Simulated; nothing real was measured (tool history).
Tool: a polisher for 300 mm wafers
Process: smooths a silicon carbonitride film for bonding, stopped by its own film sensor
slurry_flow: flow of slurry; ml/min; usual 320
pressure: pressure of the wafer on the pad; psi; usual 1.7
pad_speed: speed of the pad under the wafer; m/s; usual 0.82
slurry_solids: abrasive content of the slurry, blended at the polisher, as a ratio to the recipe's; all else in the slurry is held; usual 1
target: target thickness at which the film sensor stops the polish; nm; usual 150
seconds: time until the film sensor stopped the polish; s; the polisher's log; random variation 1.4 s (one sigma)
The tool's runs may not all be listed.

run,hour,slurry_flow,pressure,pad_speed,slurry_solids,target,wafers since the last listed run,wafers polished on this pad,hours since the slurry nozzle was cleaned,hours since the head pressure was calibrated,hours since the slurry blender was calibrated,"incoming thickness of the incoming film, nm",seconds
1,0,320,1.7,0.82,1,150,0,47,22.5,1174.8,63.6,171.9,102.6
2,8.6,320,1.7,0.82,1,150,100,147,31.1,1183.4,72.2,171,98.1
3,54.4,320,1.7,0.82,1,150,535,683,76.9,1229.2,118,167.4,85.9
4,69.3,320,1.7,0.82,1.25,150,174,857,91.8,1244.1,132.9,167.2,75.1
5,83.9,320,1.7,0.82,1,154,170,1028,106.4,1258.7,147.5,168.1,68.5
6,94,320,1.7,0.82,1,154,118,1146,116.5,1268.8,157.6,168.4,70.5
# hour 101.4: slurry blender recalibrated
# hour 103.7: worn pad replaced by a new one
7,104.2,320,1.7,0.82,1,154,69,6,126.7,1279,2.8,169.6,72.6
8,113.4,320,2,1.02,1.3,146,107,113,135.9,1288.2,12,170.3,76.7
9,126.5,320,2,1.06,0.8,150,153,266,149,1301.3,25.1,169.7,80.7
10,134.6,320,1.7,0.82,1,150,94,361,157.1,1309.4,33.2,166.7,79.9
11,143,320,1.7,0.82,1,150,98,459,165.5,1317.8,41.6,167.3,84.6
12,152.3,425,2.1,0.82,1,150,108,568,174.8,1327.1,50.9,171.5,90.6
# hour 160.9: head pressure recalibrated
13,168.5,280,1.9,0.68,1.1,150,166,734,191,7.6,67.1,167.9,90.7
14,183.6,320,1.5,0.82,0.75,150,176,911,206.1,22.7,82.2,169.4,124.9
15,191.1,320,1.3,0.82,0.85,150,87,998,213.6,30.2,89.7,170.9,134
16,201.4,320,1.7,0.82,1,150,120,1119,223.9,40.5,100,169.1,96
17,208.5,320,1.7,0.94,1,150,83,1202,231,47.6,107.1,169.8,91.5
18,222.5,390,1.4,0.82,1.3,150,163,1366,245,61.6,121.1,167.9,87.7
# hour 229.3: worn pad replaced by a new one
19,240,320,1.7,0.6,1,150,157,125,262.5,79.1,138.6,170.5,127.9
20,248.1,395,1.7,0.82,1,150,94,220,270.6,87.2,146.7,167.8,82.5
21,259.7,370,2,0.82,1.25,146,135,355,282.2,98.8,158.3,169.2,92.1
22,270.5,320,1.7,0.82,1,150,126,482,293,109.6,169.1,169.4,98.2
23,279.9,320,2.2,0.82,1,150,109,592,302.4,119,178.5,172.3,94
# hour 285.6: slurry blender recalibrated
24,288,280,1.1,0.72,1,153,71,663,310.5,127.1,2.4,170.4,126.1
25,304.6,320,1.7,0.58,0.85,150,194,857,327.1,143.7,19,171.7,155.4
26,315.9,320,1.2,0.82,0.75,150,132,989,338.4,155,30.3,170.7,156.4
# hour 318.3: slurry nozzle cleaned
27,330.3,320,1.7,0.82,1,150,156,1146,12,169.4,44.7,171,101.1
28,336.3,320,1.7,0.82,1,150,70,1216,18,175.4,50.7,170.5,101.1
# hour 350.8: worn pad replaced by a new one
29,351.3,400,1.7,0.98,1,150,128,5,33,190.4,65.7,171.8,83.8

Measured less the same run without the tool's hidden state. The same run-to-run variation is in both; the gauge's scatter may not be:
The hidden state here: removal rate lost through wear of the pad, %; slurry flow missing at the pad, %; deviation of the head's pressure from its setpoint, %; abrasive missing from the slurry, %.
run,seconds
1,+1
2,+2.4
3,+5.8
4,+5.6
5,+5.4
6,+5.7
7,+1.5
8,+3
9,+4.8
10,+5.5
11,+6.5
12,+7.4
13,+8.7
14,+12.5
15,+13.8
16,+10.3
17,+9.9
18,+9.6
19,+7.4
20,+5.5
21,+7.7
22,+9.8
23,+10.1
24,+15
25,+19.5
26,+20.8
27,+9.2
28,+9.3
29,+0.5

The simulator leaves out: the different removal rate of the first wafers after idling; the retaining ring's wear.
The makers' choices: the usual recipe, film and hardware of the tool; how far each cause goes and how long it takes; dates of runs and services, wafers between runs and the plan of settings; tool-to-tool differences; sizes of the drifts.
